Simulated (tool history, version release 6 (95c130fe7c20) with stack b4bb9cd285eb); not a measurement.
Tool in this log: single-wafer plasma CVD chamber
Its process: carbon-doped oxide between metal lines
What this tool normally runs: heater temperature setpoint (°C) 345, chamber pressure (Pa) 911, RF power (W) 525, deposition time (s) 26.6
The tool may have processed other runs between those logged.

| run | hour | heater temperature setpoint (°C) | chamber pressure (Pa) | RF power (W) | deposition time (s) | wafers since the last listed run | hours since the last thermocouple change | hours since the last RF generator calibration | hours since the last manometer calibration | hours since the showerhead was replaced | hours since the gauge calibration | read-back reference wafer on the same gauge, thickness_nm | mean film thickness on the monitor wafer (Å) |
|---|---|---|---|---|---|---|---|---|---|---|---|---|---|
| 1 | 0 | 345 | 911 | 585 | 26.6 | 0 | 2113 | 2024.2 | 762.7 | 6418.9 | 265.5 | 156.008 | 1424.14 |
| 2 | 26.9 | 345 | 821 | 575 | 26.6 | 562 | 2139.9 | 2051.1 | 789.6 | 6445.8 | 292.4 | 156.111 | 1387.6 |
| 3 | 60.8 | 345 | 821 | 575 | 26.6 | 708 | 2173.8 | 2085 | 823.5 | 6479.7 | 326.3 | 155.733 | 1390.34 |
| 4 | 95.5 | 345 | 1075 | 525 | 26.6 | 725 | 2208.5 | 2119.7 | 858.2 | 6514.4 | 361 | 156.044 | 1320.26 |
| 5 | 126.3 | 345 | 1075 | 525 | 26.6 | 643 | 2239.3 | 2150.5 | 889 | 6545.2 | 391.8 | 156.004 | 1307.79 |
| 6 | 142.2 | 345 | 1075 | 525 | 26.6 | 332 | 2255.2 | 2166.4 | 904.9 | 6561.1 | 407.7 | 156.163 | 1310.95 |
| 7 | 177.6 | 348 | 911 | 525 | 26.6 | 740 | 2290.6 | 2201.8 | 940.3 | 6596.5 | 443.1 | 155.964 | 1290.83 |
| 8 | 208.2 | 348 | 911 | 525 | 26.6 | 639 | 2321.2 | 2232.4 | 970.9 | 6627.1 | 473.7 | 156.169 | 1293.79 |
| 9 | 224.9 | 348 | 911 | 525 | 26.6 | 349 | 2337.9 | 2249.1 | 987.6 | 6643.8 | 490.4 | 156.072 | 1280.12 |
| 10 | 259.1 | 355 | 911 | 565 | 26.6 | 714 | 2372.1 | 2283.3 | 1021.8 | 6678 | 524.6 | 155.831 | 1334.79 |
| 11 | 276.3 | 355 | 911 | 565 | 26.6 | 359 | 2389.3 | 2300.5 | 1039 | 6695.2 | 541.8 | 156.348 | 1323.69 |
| 12 | 295.1 | 355 | 911 | 565 | 26.6 | 393 | 2408.1 | 2319.3 | 1057.8 | 6714 | 560.6 | 156.075 | 1335.31 |
| 13 | 314 | 350 | 911 | 525 | 26.6 | 395 | 2427 | 2338.2 | 1076.7 | 6732.9 | 579.5 | 155.988 | 1276.16 |
|  | 336.2 | thermocouple changed; heater temperature recalibrated |
| 14 | 337 | 345 | 911 | 525 | 26.6 | 313 | 0.8 | 2361.2 | 1099.7 | 6755.9 | 602.5 | 156.102 | 1287.13 |
|  | 363.7 | showerhead replaced |
| 15 | 364.2 | 339 | 911 | 525 | 31.7 | 401 | 28 | 2388.4 | 1126.9 | 0.5 | 629.7 | 155.892 | 1554.41 |
| 16 | 388.6 | 345 | 911 | 525 | 26.6 | 510 | 52.4 | 2412.8 | 1151.3 | 24.9 | 654.1 | 156.197 | 1279.6 |
| 17 | 412.2 | 345 | 911 | 525 | 26.6 | 493 | 76 | 2436.4 | 1174.9 | 48.5 | 677.7 | 155.726 | 1274.84 |
| 18 | 433.7 | 354 | 911 | 525 | 29 | 449 | 97.5 | 2457.9 | 1196.4 | 70 | 699.2 | 156.223 | 1362.91 |
|  | 446.6 | capacitance manometer re-zeroed and calibrated |
|  | 453.1 | RF generator calibrated |
| 19 | 453.6 | 354 | 1081 | 580 | 23.7 | 113 | 117.4 | 0.5 | 7 | 89.9 | 719.1 | 155.857 | 1304.94 |
| 20 | 472.6 | 360 | 723 | 460 | 23.4 | 397 | 136.4 | 19.5 | 26 | 108.9 | 738.1 | 155.929 | 1029.22 |
|  | 497.7 | gauge calibrated |
| 21 | 504.4 | 345 | 911 | 525 | 26.6 | 664 | 168.2 | 51.3 | 57.8 | 140.7 | 6.7 | 156.124 | 1379.97 |
| 22 | 530.4 | 352 | 911 | 525 | 22.3 | 543 | 194.2 | 77.3 | 83.8 | 166.7 | 32.7 | 155.698 | 1143.2 |
| 23 | 552.4 | 345 | 911 | 525 | 28.9 | 459 | 216.2 | 99.3 | 105.8 | 188.7 | 54.7 | 156.011 | 1507.05 |
| 24 | 587.4 | 351 | 1095 | 425 | 29 | 731 | 251.2 | 134.3 | 140.8 | 223.7 | 89.7 | 155.991 | 1259.05 |
| 25 | 608.4 | 332 | 755 | 425 | 29.2 | 439 | 272.2 | 155.3 | 161.8 | 244.7 | 110.7 | 156.256 | 1295.76 |
| 26 | 624.4 | 345 | 1007 | 525 | 26.6 | 334 | 288.2 | 171.3 | 177.8 | 260.7 | 126.7 | 156.037 | 1389.52 |
| 27 | 647.1 | 345 | 821 | 575 | 26.6 | 474 | 310.9 | 194 | 200.5 | 283.4 | 149.4 | 156 | 1464.16 |

What if the next run were any one of these 5? Each begins from the tool's condition after run 27:
| A | 647.5 | 335 | 911 | 525 | 26.6 | 8 | 311.3 | 194.4 | 200.9 | 283.8 | 149.8 | ? | ? |
| B | 647.5 | 345 | 911 | 525 | 24.3 | 8 | 311.3 | 194.4 | 200.9 | 283.8 | 149.8 | ? | ? |
| C | 647.5 | 337 | 772 | 470 | 26.6 | 8 | 311.3 | 194.4 | 200.9 | 283.8 | 149.8 | ? | ? |
| D | 647.5 | 345 | 1136 | 615 | 26.6 | 8 | 311.3 | 194.4 | 200.9 | 283.8 | 149.8 | ? | ? |
| E | 647.5 | 333 | 911 | 555 | 22.6 | 8 | 311.3 | 194.4 | 200.9 | 283.8 | 149.8 | ? | ? |

| run | read-back reference wafer on the same gauge, thickness_nm | mean film thickness on the monitor wafer (Å) |
|---|---|---|
| A | 156.053 | 1418.65 |
| B | 156.053 | 1260.72 |
| C | 156.053 | 1277.54 |
| D | 156.053 | 1564.63 |
| E | 156.053 | 1266.89 |
What these runs would have given with no unlogged condition in the tool:
| run | mean film thickness on the monitor wafer (Å) |
|---|---|
| A | 1430.24 |
| B | 1271.03 |
| C | 1288.32 |
| D | 1577.07 |
| E | 1276.96 |
